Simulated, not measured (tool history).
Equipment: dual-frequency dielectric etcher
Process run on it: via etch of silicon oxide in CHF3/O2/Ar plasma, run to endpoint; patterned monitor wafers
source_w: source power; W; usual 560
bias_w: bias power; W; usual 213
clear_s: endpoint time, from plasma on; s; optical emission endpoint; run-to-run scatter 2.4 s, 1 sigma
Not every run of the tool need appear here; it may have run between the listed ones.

run     day  source_w  bias_w  incoming incoming film thickness, nm  clear_s
  1   0.000       560     213                                 645.2    330.2
  2   5.575       560     213                                 650.1    341.6
      7.583  -- wet clean of the chamber
  3   7.600       560     213                                 648.8    334.9
  4  10.392       560     213                                 654.5    335.1
  5  11.883       560     213                                 646.2    334.2
  6  14.342       560     213                                 646.2    335.6
  7  16.300       560     213                                 652.7    340.4
  8  18.350       480     213                                 642.1    353.3
  9  20.254       480     213                                 645.7    353.9
 10  22.312       560     213                                 643.9    338.2
     25.254  -- wet clean of the chamber
 11  27.542       560     213                                 644.9    328.1
 12  28.783       560     213                                 644.0    334.6
 13  31.188       450     187                                 650.8    384.5
 14  33.579       610     169                                 651.0    365.8
     35.412  -- upper electrode replaced
 15  35.679       630     239                                 646.6    301.8
 16  37.604       560     257                                 646.4    305.2
 17  39.521       560     254                                 650.1    312.0
     42.638  -- wet clean of the chamber
 18  42.658       560     213                                 646.2    329.2
     43.200  -- bias power generator calibrated
 19  43.342       560     213                                 651.0    326.6
     45.067  -- source power generator calibrated
 20  45.088       500     161                                 646.1    393.3
 21  46.654       630     239                                 649.5    301.5
 22  55.450       560     213                                 646.9    336.5
 23  56.942       560     189                                 649.3    364.7
 24  59.925       560     213                                 643.3    334.3

Some steps in clear_s between neighbouring runs. How much of each would the tool show without its hidden state too (settings, what came in, random variation), and how much is left for the hidden state, with any gauge scatter that isn't in both results?
Hidden conditions of the tool in this case: etch rate over this chamber's usual, %; source power that arrives over what is set, %; bias power that arrives over what is set, %.
Run 2 -> 3: wet clean of the chamber. clear_s -6.7 s: hidden state -8.6, all else +1.9.
Run 10 -> 11: wet clean of the chamber. clear_s -10.1 s: hidden state -8.8, all else -1.3.
Run 19 -> 20: source_w 560 -> 500, bias_w 213 -> 161, source power generator calibrated. clear_s +66.7 s: hidden state +1.6, all else +65.1.
Run 20 -> 21: source_w 500 -> 630, bias_w 161 -> 239. clear_s -91.8 s: hidden state +0.2, all else -92.0.
